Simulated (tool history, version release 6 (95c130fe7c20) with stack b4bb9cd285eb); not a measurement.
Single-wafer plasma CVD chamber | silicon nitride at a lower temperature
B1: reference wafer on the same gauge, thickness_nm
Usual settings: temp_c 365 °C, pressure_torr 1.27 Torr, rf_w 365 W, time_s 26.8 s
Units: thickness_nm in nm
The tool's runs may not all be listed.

{"run": 1, "day": 0.0, "temp_c": 365, "pressure_torr": 1.36, "rf_w": 325, "time_s": 26.8, "B1": 28.504, "thickness_nm": 30.712}
{"run": 2, "day": 3.35, "temp_c": 365, "pressure_torr": 1.36, "rf_w": 325, "time_s": 26.8, "B1": 28.494, "thickness_nm": 30.781}
{"run": 3, "day": 6.246, "temp_c": 365, "pressure_torr": 1.36, "rf_w": 325, "time_s": 26.8, "B1": 28.487, "thickness_nm": 30.733}
{"run": 4, "day": 10.575, "temp_c": 365, "pressure_torr": 1.27, "rf_w": 365, "time_s": 26.8, "B1": 28.526, "thickness_nm": 33.821}
{"run": 5, "day": 13.45, "temp_c": 365, "pressure_torr": 1.27, "rf_w": 365, "time_s": 26.8, "B1": 28.515, "thickness_nm": 33.747}
{"run": 6, "day": 16.562, "temp_c": 365, "pressure_torr": 1.27, "rf_w": 365, "time_s": 26.8, "B1": 28.474, "thickness_nm": 33.639}
{"run": 7, "day": 19.054, "temp_c": 365, "pressure_torr": 1.27, "rf_w": 365, "time_s": 26.8, "B1": 28.505, "thickness_nm": 33.557}
{"run": 8, "day": 28.038, "temp_c": 369, "pressure_torr": 1.27, "rf_w": 325, "time_s": 26.8, "B1": 28.522, "thickness_nm": 29.799}
{"run": 9, "day": 34.717, "temp_c": 365, "pressure_torr": 1.12, "rf_w": 405, "time_s": 26.8, "B1": 28.494, "thickness_nm": 35.562}
{"run": 10, "day": 37.158, "temp_c": 376, "pressure_torr": 1.27, "rf_w": 390, "time_s": 26.8, "B1": 28.515, "thickness_nm": 35.399}
{"run": 11, "day": 40.775, "temp_c": 370, "pressure_torr": 1.27, "rf_w": 365, "time_s": 26.8, "B1": 28.508, "thickness_nm": 33.274}
{"run": 12, "day": 43.617, "temp_c": 365, "pressure_torr": 1.27, "rf_w": 425, "time_s": 23.1, "B1": 28.494, "thickness_nm": 33.003}
{"run": 13, "day": 46.871, "temp_c": 352, "pressure_torr": 1.04, "rf_w": 365, "time_s": 26.8, "B1": 28.515, "thickness_nm": 31.741}
{"run": 14, "day": 48.667, "temp_c": 365, "pressure_torr": 1.12, "rf_w": 405, "time_s": 26.8, "B1": 28.501, "thickness_nm": 35.456}
{"run": 15, "day": 51.95, "temp_c": 365, "pressure_torr": 1.27, "rf_w": 365, "time_s": 26.8, "B1": 28.487, "thickness_nm": 33.325}
{"run": 16, "day": 53.671, "temp_c": 365, "pressure_torr": 1.27, "rf_w": 305, "time_s": 30.3, "B1": 28.477, "thickness_nm": 30.956}
{"run": 17, "day": 57.708, "temp_c": 354, "pressure_torr": 1.27, "rf_w": 365, "time_s": 28.3, "B1": 28.504, "thickness_nm": 35.903}
{"run": 18, "day": 61.858, "temp_c": 365, "pressure_torr": 1.27, "rf_w": 365, "time_s": 26.8, "B1": 28.486, "thickness_nm": 34.099}
{"run": 19, "day": 64.438, "temp_c": 365, "pressure_torr": 1.4, "rf_w": 335, "time_s": 28.7, "B1": 28.518, "thickness_nm": 34.027}
{"run": 20, "day": 66.212, "temp_c": 365, "pressure_torr": 1.27, "rf_w": 365, "time_s": 26.8, "B1": 28.49, "thickness_nm": 33.961}
{"run": 21, "day": 69.783, "temp_c": 365, "pressure_torr": 1.27, "rf_w": 365, "time_s": 21.9, "B1": 28.491, "thickness_nm": 27.538}
{"run": 22, "day": 72.904, "temp_c": 357, "pressure_torr": 1.27, "rf_w": 315, "time_s": 32.0, "B1": 28.517, "thickness_nm": 34.521}
{"run": 23, "day": 75.129, "temp_c": 365, "pressure_torr": 1.59, "rf_w": 315, "time_s": 26.8, "B1": 28.523, "thickness_nm": 30.591}
{"run": 24, "day": 77.775, "temp_c": 365, "pressure_torr": 1.27, "rf_w": 365, "time_s": 26.8, "B1": 28.523, "thickness_nm": 33.772}
{"run": 25, "day": 80.088, "temp_c": 365, "pressure_torr": 1.27, "rf_w": 365, "time_s": 26.8, "B1": 28.482, "thickness_nm": 33.659}
{"run": 26, "day": 83.108, "temp_c": 365, "pressure_torr": 1.52, "rf_w": 365, "time_s": 29.6, "B1": 28.502, "thickness_nm": 38.683}
{"run": 27, "day": 87.05, "temp_c": 365, "pressure_torr": 1.56, "rf_w": 385, "time_s": 26.8, "B1": 28.493, "thickness_nm": 37.03}
{"run": 28, "day": 90.008, "temp_c": 365, "pressure_torr": 1.27, "rf_w": 365, "time_s": 26.8, "B1": 28.526, "thickness_nm": 33.613}

Taken out of this log: 6 entries between the listed runs. Where each belongs, and how the hidden state differs across it:
Between runs 6 and 7: gauge calibrated (day 16.579)
  delivered RF power above the setpoint (%): -1.24 -> -1.36
  measured less the result without the state, thickness_nm: -0.411 -> -0.450 nm
Between runs 7 and 8: capacitance manometer re-zeroed and calibrated (day 23.992)
  delivered RF power above the setpoint (%): -1.36 -> -1.79
  measured less the result without the state, thickness_nm: -0.450 -> -0.557 nm
Between runs 9 and 10: thermocouple changed; heater temperature recalibrated (day 36.792)
  delivered RF power above the setpoint (%): -2.1 -> -2.22
  measured less the result without the state, thickness_nm: -0.697 -> -0.736 nm
Between runs 16 and 17: RF generator calibrated (day 54.912); showerhead replaced (day 55.633)
  delivered RF power above the setpoint (%): -3.01 -> -0.617
  measured less the result without the state, thickness_nm: -1.037 -> -0.217 nm
Between runs 23 and 24: capacitance manometer re-zeroed and calibrated (day 77.462)
  delivered RF power above the setpoint (%): -1.45 -> -1.57
  measured less the result without the state, thickness_nm: -0.467 -> -0.525 nm
